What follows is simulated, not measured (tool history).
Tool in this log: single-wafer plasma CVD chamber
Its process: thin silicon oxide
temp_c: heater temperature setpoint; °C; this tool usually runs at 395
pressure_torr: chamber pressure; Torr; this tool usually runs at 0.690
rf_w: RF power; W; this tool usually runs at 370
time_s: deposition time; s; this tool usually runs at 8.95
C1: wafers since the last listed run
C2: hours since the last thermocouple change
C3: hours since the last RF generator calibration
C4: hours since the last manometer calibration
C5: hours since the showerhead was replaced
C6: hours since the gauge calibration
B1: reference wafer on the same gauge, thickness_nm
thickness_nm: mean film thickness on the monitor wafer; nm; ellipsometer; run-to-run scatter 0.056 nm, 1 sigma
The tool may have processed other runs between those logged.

run 1 hour=0.0 | temp_c=395 pressure_torr=0.690 rf_w=370 time_s=9.71 | C1=0 C2=1830.8 C3=1147.1 C4=1575.4 C5=2089.2 C6=376.0 | B1=14.908 | thickness_nm=17.254
run 2 hour=20.1 | temp_c=395 pressure_torr=0.598 rf_w=335 time_s=8.95 | C1=531 C2=1850.9 C3=1167.2 C4=1595.5 C5=2109.3 C6=396.1 | B1=14.897 | thickness_nm=13.959
run 3 hour=32.8 | temp_c=395 pressure_torr=0.598 rf_w=335 time_s=8.95 | C1=335 C2=1863.6 C3=1179.9 C4=1608.2 C5=2122.0 C6=408.8 | B1=14.909 | thickness_nm=13.990
run 4 hour=61.4 | temp_c=406 pressure_torr=0.690 rf_w=370 time_s=8.95 | C1=756 C2=1892.2 C3=1208.5 C4=1636.8 C5=2150.6 C6=437.4 | B1=14.895 | thickness_nm=15.732
-- hour=65.3 gauge calibrated
run 5 hour=76.6 | temp_c=403 pressure_torr=0.690 rf_w=370 time_s=8.95 | C1=402 C2=1907.4 C3=1223.7 C4=1652.0 C5=2165.8 C6=11.3 | B1=14.898 | thickness_nm=15.750
run 6 hour=100.2 | temp_c=403 pressure_torr=0.690 rf_w=370 time_s=8.95 | C1=624 C2=1931.0 C3=1247.3 C4=1675.6 C5=2189.4 C6=34.9 | B1=14.903 | thickness_nm=15.807
run 7 hour=118.7 | temp_c=395 pressure_torr=0.690 rf_w=370 time_s=8.95 | C1=489 C2=1949.5 C3=1265.8 C4=1694.1 C5=2207.9 C6=53.4 | B1=14.884 | thickness_nm=15.836
run 8 hour=132.7 | temp_c=395 pressure_torr=0.690 rf_w=370 time_s=8.95 | C1=370 C2=1963.5 C3=1279.8 C4=1708.1 C5=2221.9 C6=67.4 | B1=14.905 | thickness_nm=15.825
run 9 hour=163.9 | temp_c=395 pressure_torr=0.690 rf_w=370 time_s=8.95 | C1=825 C2=1994.7 C3=1311.0 C4=1739.3 C5=2253.1 C6=98.6 | B1=14.912 | thickness_nm=15.809
run 10 hour=188.0 | temp_c=395 pressure_torr=0.690 rf_w=370 time_s=8.95 | C1=637 C2=2018.8 C3=1335.1 C4=1763.4 C5=2277.2 C6=122.7 | B1=14.892 | thickness_nm=15.844
run 11 hour=205.4 | temp_c=395 pressure_torr=0.690 rf_w=370 time_s=8.95 | C1=460 C2=2036.2 C3=1352.5 C4=1780.8 C5=2294.6 C6=140.1 | B1=14.903 | thickness_nm=15.783
run 12 hour=221.3 | temp_c=395 pressure_torr=0.690 rf_w=370 time_s=8.95 | C1=420 C2=2052.1 C3=1368.4 C4=1796.7 C5=2310.5 C6=156.0 | B1=14.898 | thickness_nm=15.755
run 13 hour=254.3 | temp_c=395 pressure_torr=0.690 rf_w=370 time_s=9.70 | C1=872 C2=2085.1 C3=1401.4 C4=1829.7 C5=2343.5 C6=189.0 | B1=14.903 | thickness_nm=17.189
-- hour=264.9 RF generator calibrated
run 14 hour=289.4 | temp_c=395 pressure_torr=0.690 rf_w=370 time_s=8.95 | C1=716 C2=2120.2 C3=24.5 C4=1864.8 C5=2378.6 C6=224.1 | B1=14.899 | thickness_nm=15.674
run 15 hour=322.9 | temp_c=395 pressure_torr=0.690 rf_w=370 time_s=9.70 | C1=886 C2=2153.7 C3=58.0 C4=1898.3 C5=2412.1 C6=257.6 | B1=14.916 | thickness_nm=17.191
run 16 hour=337.1 | temp_c=395 pressure_torr=0.690 rf_w=315 time_s=9.78 | C1=375 C2=2167.9 C3=72.2 C4=1912.5 C5=2426.3 C6=271.8 | B1=14.906 | thickness_nm=16.070
-- hour=346.7 showerhead replaced
-- hour=356.7 thermocouple changed; heater temperature recalibrated
run 17 hour=370.1 | temp_c=385 pressure_torr=0.690 rf_w=370 time_s=8.95 | C1=449 C2=13.4 C3=105.2 C4=1945.5 C5=23.4 C6=304.8 | B1=14.896 | thickness_nm=15.970
run 18 hour=398.7 | temp_c=385 pressure_torr=0.772 rf_w=320 time_s=10.64 | C1=756 C2=42.0 C3=133.8 C4=1974.1 C5=52.0 C6=333.4 | B1=14.902 | thickness_nm=18.634
-- hour=426.3 capacitance manometer re-zeroed and calibrated
run 19 hour=426.8 | temp_c=404 pressure_torr=0.690 rf_w=370 time_s=8.45 | C1=531 C2=70.1 C3=161.9 C4=0.5 C5=80.1 C6=361.5 | B1=14.906 | thickness_nm=15.328
run 20 hour=447.7 | temp_c=395 pressure_torr=0.690 rf_w=370 time_s=8.95 | C1=552 C2=91.0 C3=182.8 C4=21.4 C5=101.0 C6=382.4 | B1=14.905 | thickness_nm=16.381
-- hour=473.7 gauge calibrated
run 21 hour=479.4 | temp_c=381 pressure_torr=0.807 rf_w=430 time_s=10.48 | C1=838 C2=122.7 C3=214.5 C4=53.1 C5=132.7 C6=5.7 | B1=14.900 | thickness_nm=22.377
run 22 hour=514.8 | temp_c=395 pressure_torr=0.690 rf_w=370 time_s=8.95 | C1=936 C2=158.1 C3=249.9 C4=88.5 C5=168.1 C6=41.1 | B1=14.901 | thickness_nm=16.315
run 23 hour=547.4 | temp_c=390 pressure_torr=0.690 rf_w=400 time_s=8.46 | C1=862 C2=190.7 C3=282.5 C4=121.1 C5=200.7 C6=73.7 | B1=14.900 | thickness_nm=15.969
run 24 hour=575.2 | temp_c=395 pressure_torr=0.690 rf_w=370 time_s=8.95 | C1=735 C2=218.5 C3=310.3 C4=148.9 C5=228.5 C6=101.5 | B1=14.903 | thickness_nm=16.303
run 25 hour=597.3 | temp_c=395 pressure_torr=0.690 rf_w=370 time_s=8.95 | C1=584 C2=240.6 C3=332.4 C4=171.0 C5=250.6 C6=123.6 | B1=14.898 | thickness_nm=16.185
run 26 hour=611.6 | temp_c=395 pressure_torr=0.845 rf_w=370 time_s=8.95 | C1=378 C2=254.9 C3=346.7 C4=185.3 C5=264.9 C6=137.9 | B1=14.894 | thickness_nm=18.113
run 27 hour=634.4 | temp_c=395 pressure_torr=0.633 rf_w=370 time_s=8.95 | C1=603 C2=277.7 C3=369.5 C4=208.1 C5=287.7 C6=160.7 | B1=14.907 | thickness_nm=15.539
run 28 hour=649.7 | temp_c=395 pressure_torr=0.800 rf_w=370 time_s=8.95 | C1=404 C2=293.0 C3=384.8 C4=223.4 C5=303.0 C6=176.0 | B1=14.903 | thickness_nm=17.508

Consider 3 possible next runs. They are alternatives, not a sequence: every one starts from the tool as it was left by run 28. What does each give?
run A hour=650.1 | temp_c=405 pressure_torr=0.690 rf_w=370 time_s=8.95 | C1=10 C2=293.4 C3=385.2 C4=223.8 C5=303.4 C6=176.4 | B1=? | thickness_nm=?
run B hour=650.1 | temp_c=385 pressure_torr=0.690 rf_w=325 time_s=8.95 | C1=10 C2=293.4 C3=385.2 C4=223.8 C5=303.4 C6=176.4 | B1=? | thickness_nm=?
run C hour=650.1 | temp_c=403 pressure_torr=0.571 rf_w=295 time_s=7.98 | C1=10 C2=293.4 C3=385.2 C4=223.8 C5=303.4 C6=176.4 | B1=? | thickness_nm=?

run=A B1=14.894 thickness_nm=16.157
run=B B1=14.894 thickness_nm=15.352
run=C B1=14.894 thickness_nm=11.645
What these runs would have given with no unlogged condition in the tool:
run=A thickness_nm=16.301
run=B thickness_nm=15.489
run=C thickness_nm=11.754
